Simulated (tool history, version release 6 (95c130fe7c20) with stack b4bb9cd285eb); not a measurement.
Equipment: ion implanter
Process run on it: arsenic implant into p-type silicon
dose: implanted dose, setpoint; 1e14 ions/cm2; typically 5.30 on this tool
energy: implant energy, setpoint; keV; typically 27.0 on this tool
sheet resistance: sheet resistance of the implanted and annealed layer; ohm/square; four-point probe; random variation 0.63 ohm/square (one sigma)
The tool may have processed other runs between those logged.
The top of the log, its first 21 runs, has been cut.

| run | day | dose | energy | read-back reference wafer on the same gauge, sheet resistance | sheet resistance |
|---|---|---|---|---|---|
| 22 | 44.638 | 5.30 | 27.0 | 227.75 | 193.09 |
| 23 | 46.288 | 5.30 | 27.0 | 228.04 | 193.53 |
| 24 | 49.079 | 4.60 | 36.0 | 228.00 | 207.31 |
|  | 49.921 | Faraday cup replaced and dose calibrated |
| 25 | 50.967 | 5.30 | 27.0 | 228.19 | 193.02 |
| 26 | 52.304 | 6.63 | 36.5 | 227.81 | 155.39 |
| 27 | 55.171 | 5.30 | 27.0 | 227.90 | 193.42 |
| 28 | 57.942 | 5.30 | 27.0 | 227.75 | 192.13 |
| 29 | 59.367 | 6.50 | 20.0 | 228.25 | 172.60 |
| 30 | 61.333 | 4.82 | 34.0 | 227.84 | 201.37 |
| 31 | 62.504 | 5.73 | 31.5 | 227.72 | 179.36 |
| 32 | 65.354 | 4.74 | 19.5 | 228.18 | 218.63 |
| 33 | 66.621 | 5.30 | 27.0 | 228.14 | 192.35 |
| 34 | 68.008 | 6.70 | 23.0 | 227.87 | 165.88 |
| 35 | 70.417 | 4.03 | 32.0 | 227.85 | 233.64 |

Forecast run 36:
| 36 | 73.221 | 5.73 | 31.5 | ? | ? |

read-back reference wafer on the same gauge, sheet resistance: 228.09
sheet resistance: 178.50 ohm/square
If the tool had no hidden condition, the same run with the same run-to-run variation would have returned sheet resistance 178.50 ohm/square.
